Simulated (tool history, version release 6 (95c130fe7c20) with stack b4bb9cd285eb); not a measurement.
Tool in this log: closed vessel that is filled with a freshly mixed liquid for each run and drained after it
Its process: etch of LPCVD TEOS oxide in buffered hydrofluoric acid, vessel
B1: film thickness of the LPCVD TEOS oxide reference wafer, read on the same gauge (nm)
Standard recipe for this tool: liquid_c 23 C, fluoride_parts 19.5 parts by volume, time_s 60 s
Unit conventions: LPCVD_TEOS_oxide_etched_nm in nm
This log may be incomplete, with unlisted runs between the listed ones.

Run 1, hour 0: usual settings; B1 89.98. Result: LPCVD_TEOS_oxide_etched_nm 171.59 nm.
Run 2, hour 7.3: usual settings; B1 90. Result: LPCVD_TEOS_oxide_etched_nm 172.67 nm.
Run 3, hour 20.6: usual settings; B1 90.01. Result: LPCVD_TEOS_oxide_etched_nm 174.66 nm.
Run 4, hour 29.9: usual settings; B1 90.01. Result: LPCVD_TEOS_oxide_etched_nm 173.74 nm.
Run 5, hour 39: usual settings; B1 90. Result: LPCVD_TEOS_oxide_etched_nm 172.68 nm.
At hour 40.7: thermometer replaced.
Run 6, hour 56.7: usual settings; B1 90.02. Result: LPCVD_TEOS_oxide_etched_nm 163.6 nm.
Run 7, hour 66.3: usual settings; B1 90.01. Result: LPCVD_TEOS_oxide_etched_nm 162.35 nm.
Run 8, hour 75.7: usual settings but liquid_c 25 C, time_s 50 s; B1 89.99. Result: LPCVD_TEOS_oxide_etched_nm 152.24 nm.
Run 9, hour 108.2: usual settings but liquid_c 25 C, time_s 50 s; B1 89.98. Result: LPCVD_TEOS_oxide_etched_nm 152.35 nm.
Run 10, hour 129.8: usual settings but fluoride_parts 14 parts by volume, time_s 35 s; B1 89.97. Result: LPCVD_TEOS_oxide_etched_nm 132.27 nm.
Run 11, hour 136.3: usual settings but time_s 75 s; B1 90.01. Result: LPCVD_TEOS_oxide_etched_nm 205.77 nm.
Run 12, hour 149.2: usual settings; B1 90.02. Result: LPCVD_TEOS_oxide_etched_nm 163.64 nm.
Run 13, hour 166.2: usual settings; B1 90.02. Result: LPCVD_TEOS_oxide_etched_nm 162.91 nm.
Run 14, hour 179.2: usual settings but liquid_c 26.5 C, fluoride_parts 16 parts by volume; B1 90. Result: LPCVD_TEOS_oxide_etched_nm 242.05 nm.
Run 15, hour 205.2: usual settings but liquid_c 25 C, fluoride_parts 14.5 parts by volume, time_s 30 s; B1 89.96. Result: LPCVD_TEOS_oxide_etched_nm 123.01 nm.
Run 16, hour 217: usual settings but liquid_c 25.5 C, fluoride_parts 26.5 parts by volume, time_s 70 s; B1 89.98. Result: LPCVD_TEOS_oxide_etched_nm 178.11 nm.
Run 17, hour 232.2: usual settings but fluoride_parts 15 parts by volume; B1 90.02. Result: LPCVD_TEOS_oxide_etched_nm 211.32 nm.
Run 18, hour 238.5: usual settings but fluoride_parts 14 parts by volume; B1 89.97. Result: LPCVD_TEOS_oxide_etched_nm 226.17 nm.
At hour 249.7: gauge calibrated.
Run 19, hour 254.9: usual settings but fluoride_parts 14 parts by volume, time_s 80 s; B1 90. Result: LPCVD_TEOS_oxide_etched_nm 306.17 nm.
Run 20, hour 266.6: usual settings; B1 89.99. Result: LPCVD_TEOS_oxide_etched_nm 166.29 nm.
Run 21, hour 279.3: usual settings; B1 89.97. Result: LPCVD_TEOS_oxide_etched_nm 166.47 nm.
Run 22, hour 288.7: usual settings but liquid_c 24.5 C, fluoride_parts 13.5 parts by volume; B1 90. Result: LPCVD_TEOS_oxide_etched_nm 257.2 nm.
At hour 293.3: hydrofluoric acid flow meter replaced.
Run 23, hour 303.1: usual settings but fluoride_parts 13 parts by volume, time_s 80 s; B1 90. Result: LPCVD_TEOS_oxide_etched_nm 326.57 nm.
Run 24, hour 315.7: usual settings but fluoride_parts 15.5 parts by volume; B1 90.01. Result: LPCVD_TEOS_oxide_etched_nm 211.74 nm.
Run 25, hour 324.3: usual settings; B1 90.05. Result: LPCVD_TEOS_oxide_etched_nm 166.32 nm.
Run 26, hour 341.4: usual settings but liquid_c 19 C, fluoride_parts 13.5 parts by volume, time_s 40 s; B1 90.01. Result: LPCVD_TEOS_oxide_etched_nm 126.88 nm.
Run 27, hour 359.3: usual settings; B1 89.97. Result: LPCVD_TEOS_oxide_etched_nm 165.36 nm.
Run 28, hour 376.6: usual settings but liquid_c 19.5 C, fluoride_parts 12.5 parts by volume, time_s 80 s; B1 90.01. Result: LPCVD_TEOS_oxide_etched_nm 279.72 nm.
Run 29, hour 387: usual settings; B1 90.01. Result: LPCVD_TEOS_oxide_etched_nm 168.38 nm.
Run 30, hour 404.4: usual settings but fluoride_parts 14.5 parts by volume; B1 89.97. Result: LPCVD_TEOS_oxide_etched_nm 218.84 nm.
Run 31, hour 412.1: usual settings but liquid_c 20.5 C, fluoride_parts 12.5 parts by volume, time_s 30 s; B1 89.97. Result: LPCVD_TEOS_oxide_etched_nm 112.52 nm.
Run 32, hour 427.7: usual settings but time_s 90 s; B1 90. Result: LPCVD_TEOS_oxide_etched_nm 249.01 nm.
Run 33, hour 443.3: usual settings but liquid_c 24.5 C, fluoride_parts 22.5 parts by volume, time_s 85 s; B1 89.96. Result: LPCVD_TEOS_oxide_etched_nm 229.88 nm.
Run 34, hour 449.6: usual settings; B1 90. Result: LPCVD_TEOS_oxide_etched_nm 164.16 nm.

List, for all runs, the conditions of the tool that the log does not record:
hydrofluoric acid flow above the setpoint (%): 0 across all the runs
gauge reads high (%): 0 across all the runs
H1: liquid hotter than its thermometer reads (K)
run     H1
  1   1.23
  2   1.23
  3   1.25
  4   1.26
  5   1.27
  6  0.164
  7  0.175
  8  0.186
  9  0.224
 10   0.25
 11  0.257
 12  0.272
 13  0.292
 14  0.307
 15  0.338
 16  0.351
 17  0.369
 18  0.376
 19  0.396
 20  0.409
 21  0.424
 22  0.435
 23  0.452
 24  0.467
 25  0.477
 26  0.497
 27  0.518
 28  0.538
 29   0.55
 30   0.57
 31  0.579
 32  0.597
 33  0.616
 34  0.623
